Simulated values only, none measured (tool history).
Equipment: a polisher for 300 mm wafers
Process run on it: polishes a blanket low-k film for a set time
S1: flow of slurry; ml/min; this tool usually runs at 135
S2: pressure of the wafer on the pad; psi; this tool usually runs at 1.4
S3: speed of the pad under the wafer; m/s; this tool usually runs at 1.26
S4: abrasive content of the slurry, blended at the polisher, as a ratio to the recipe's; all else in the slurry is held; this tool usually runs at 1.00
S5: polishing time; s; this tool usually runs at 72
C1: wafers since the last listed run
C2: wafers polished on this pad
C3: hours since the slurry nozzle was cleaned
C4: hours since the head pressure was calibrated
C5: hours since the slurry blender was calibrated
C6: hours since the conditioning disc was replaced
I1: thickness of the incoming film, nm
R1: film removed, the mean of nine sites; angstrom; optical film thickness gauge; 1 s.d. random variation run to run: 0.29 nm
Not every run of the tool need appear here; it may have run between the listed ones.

run	hour	S1	S2	S3	S4	S5	C1	C2	C3	C4	C5	C6	I1	R1
1	0.0	135	1.4	1.26	1.10	72	0	845	851.4	173.1	22.3	204.9	728.9	225
# hour 9.6: slurry nozzle cleaned
2	23.5	165	1.6	1.26	1.00	72	155	1001	13.9	196.6	45.8	228.4	730.4	274
3	49.4	135	1.4	1.26	1.00	72	179	1180	39.8	222.5	71.7	254.3	728.8	232
4	83.4	135	1.6	1.26	1.10	72	235	1416	73.8	256.5	105.7	288.3	729.2	274
5	102.4	135	1.6	1.26	0.85	89	131	1547	92.8	275.5	124.7	307.3	731.7	296
# hour 120.1: worn pad replaced by a new one
6	137.9	135	1.8	1.62	1.25	55	217	123	128.3	311.0	160.2	342.8	738.6	279
7	153.4	160	1.4	1.58	1.10	57	107	230	143.8	326.5	175.7	358.3	734.5	220
8	185.3	135	1.3	1.04	1.30	55	220	451	175.7	358.4	207.6	390.2	738.7	173
# hour 194.1: conditioning disc replaced and pad reconditioned
9	199.2	135	1.4	1.26	1.00	72	82	533	189.6	372.3	221.5	5.1	730.0	254
10	219.4	135	1.4	1.26	1.00	85	139	673	209.8	392.5	241.7	25.3	730.2	292
11	250.8	135	1.4	1.06	1.00	72	217	890	241.2	423.9	273.1	56.7	723.5	225
# hour 265.8: slurry blender recalibrated
12	268.3	135	1.3	1.26	1.00	82	107	997	258.7	441.4	2.5	74.2	732.8	254
13	297.1	135	1.9	1.26	1.00	94	199	1197	287.5	470.2	31.3	103.0	724.6	421
14	321.9	155	1.4	1.00	0.90	60	171	1368	312.3	495.0	56.1	127.8	719.2	170
15	338.2	135	1.2	1.26	0.85	72	112	1481	328.6	511.3	72.4	144.1	723.1	181
16	365.6	110	1.4	1.26	0.85	58	189	1671	356.0	538.7	99.8	171.5	734.7	159
17	398.4	135	1.6	1.26	0.85	72	226	1898	388.8	571.5	132.6	204.3	727.1	238
# hour 417.5: worn pad replaced by a new one
18	418.0	135	1.4	1.26	1.30	82	107	3	408.4	591.1	152.2	223.9	734.1	297
19	438.2	135	1.4	1.26	1.00	62	139	143	428.6	611.3	172.4	244.1	732.0	196
20	463.0	135	1.8	1.26	1.00	89	171	314	453.4	636.1	197.2	268.9	744.2	348
# hour 506.0: slurry blender recalibrated
21	542.4	135	1.6	1.26	1.10	72	535	850	532.8	715.5	36.4	348.3	716.4	265
22	556.6	135	1.4	1.26	1.00	87	98	948	547.0	729.7	50.6	362.5	720.4	267
23	579.2	135	1.4	1.26	1.15	72	156	1105	569.6	752.3	73.2	385.1	717.0	236
24	597.4	100	1.4	1.26	1.00	72	125	1231	587.8	770.5	91.4	403.3	739.4	203
# hour 606.7: conditioning disc replaced and pad reconditioned
25	614.5	135	1.4	1.26	1.00	72	104	1335	604.9	787.6	108.5	7.8	738.3	240
26	627.4	135	1.4	1.26	1.15	72	89	1424	617.8	800.5	121.4	20.7	720.8	260

Consider 4 possible next runs. They are alternatives, not a sequence: every one starts from the tool as it was left by run 26. What does each give?
A	627.8	135	1.4	1.26	1.00	60	2	1427	618.2	800.9	121.8	21.1	722.7	?
B	627.8	165	1.2	1.48	1.00	72	2	1427	618.2	800.9	121.8	21.1	722.7	?
C	627.8	165	1.4	1.58	1.00	72	2	1427	618.2	800.9	121.8	21.1	722.7	?
D	627.8	135	1.5	1.64	1.00	72	2	1427	618.2	800.9	121.8	21.1	722.7	?

run	R1
A	198
B	232
C	279
D	290
Had the tool no hidden state, the same runs would have come out as:
run	R1
A	215
B	249
C	300
D	316

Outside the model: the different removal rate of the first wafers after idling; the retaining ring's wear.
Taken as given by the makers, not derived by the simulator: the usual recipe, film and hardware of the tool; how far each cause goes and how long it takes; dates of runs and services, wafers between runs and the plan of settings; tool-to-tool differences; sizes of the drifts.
